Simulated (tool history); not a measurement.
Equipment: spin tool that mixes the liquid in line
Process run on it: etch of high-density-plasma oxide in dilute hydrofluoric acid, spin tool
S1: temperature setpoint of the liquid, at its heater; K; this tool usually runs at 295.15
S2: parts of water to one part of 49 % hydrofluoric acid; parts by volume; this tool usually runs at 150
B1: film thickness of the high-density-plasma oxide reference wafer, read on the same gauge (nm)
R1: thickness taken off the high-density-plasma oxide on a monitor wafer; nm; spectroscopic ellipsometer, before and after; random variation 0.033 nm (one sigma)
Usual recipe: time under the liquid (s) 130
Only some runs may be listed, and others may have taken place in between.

{"run": 1, "hour": 0.0, "S1": 295.15, "S2": 150, "time under the liquid (s)": 130, "B1": 80.01, "R1": 5.6}
{"run": 2, "hour": 40.2, "S1": 295.15, "S2": 150, "time under the liquid (s)": 130, "B1": 79.98, "R1": 5.6}
{"run": 3, "hour": 73.5, "S1": 295.15, "S2": 150, "time under the liquid (s)": 130, "B1": 79.98, "R1": 5.59}
{"run": 4, "hour": 132.9, "S1": 295.15, "S2": 150, "time under the liquid (s)": 130, "B1": 80.06, "R1": 5.57}
{"run": 5, "hour": 240.1, "S1": 295.15, "S2": 150, "time under the liquid (s)": 165, "B1": 80.02, "R1": 7.03}
{"run": 6, "hour": 269.1, "S1": 295.15, "S2": 150, "time under the liquid (s)": 130, "B1": 80.01, "R1": 5.53}
{"run": 7, "hour": 326.8, "S1": 291.65, "S2": 180, "time under the liquid (s)": 130, "B1": 80.02, "R1": 3.86}
{"run": 8, "hour": 394.8, "S1": 291.65, "S2": 180, "time under the liquid (s)": 130, "B1": 80.02, "R1": 3.78}
{"hour": 453.8, "done": "gauge calibrated"}
{"run": 9, "hour": 454.7, "S1": 297.15, "S2": 85, "time under the liquid (s)": 150, "B1": 80.0, "R1": 13.06}
{"run": 10, "hour": 498.6, "S1": 295.15, "S2": 185, "time under the liquid (s)": 130, "B1": 80.01, "R1": 4.26}
{"run": 11, "hour": 552.9, "S1": 292.15, "S2": 180, "time under the liquid (s)": 130, "B1": 79.95, "R1": 3.86}
{"hour": 557.1, "done": "hydrofluoric acid flow meter replaced"}
{"run": 12, "hour": 624.3, "S1": 295.15, "S2": 100, "time under the liquid (s)": 170, "B1": 80.05, "R1": 11.72}
{"hour": 730.1, "done": "thermometer replaced"}
{"run": 13, "hour": 832.1, "S1": 295.15, "S2": 150, "time under the liquid (s)": 165, "B1": 79.98, "R1": 7.31}
{"run": 14, "hour": 894.9, "S1": 291.15, "S2": 190, "time under the liquid (s)": 185, "B1": 79.99, "R1": 5.23}
{"run": 15, "hour": 944.8, "S1": 295.15, "S2": 180, "time under the liquid (s)": 130, "B1": 80.01, "R1": 4.6}
{"run": 16, "hour": 996.5, "S1": 295.15, "S2": 150, "time under the liquid (s)": 130, "B1": 79.99, "R1": 5.71}
{"run": 17, "hour": 1084.8, "S1": 295.15, "S2": 150, "time under the liquid (s)": 130, "B1": 79.98, "R1": 5.61}

Run by run, hidden condition taken away, random variation retained:
The tool's hidden condition here consists of: liquid colder than its thermometer reads (K); hydrofluoric acid flow below the setpoint (%); gauge reads high (%).
run=1 R1=5.82
run=2 R1=5.84
run=3 R1=5.84
run=4 R1=5.85
run=5 R1=7.45
run=6 R1=5.88
run=7 R1=4.12
run=8 R1=4.07
run=9 R1=14.07
run=10 R1=4.62
run=11 R1=4.20
run=12 R1=12.20
run=13 R1=7.45
run=14 R1=5.35
run=15 R1=4.73
run=16 R1=5.89
run=17 R1=5.83

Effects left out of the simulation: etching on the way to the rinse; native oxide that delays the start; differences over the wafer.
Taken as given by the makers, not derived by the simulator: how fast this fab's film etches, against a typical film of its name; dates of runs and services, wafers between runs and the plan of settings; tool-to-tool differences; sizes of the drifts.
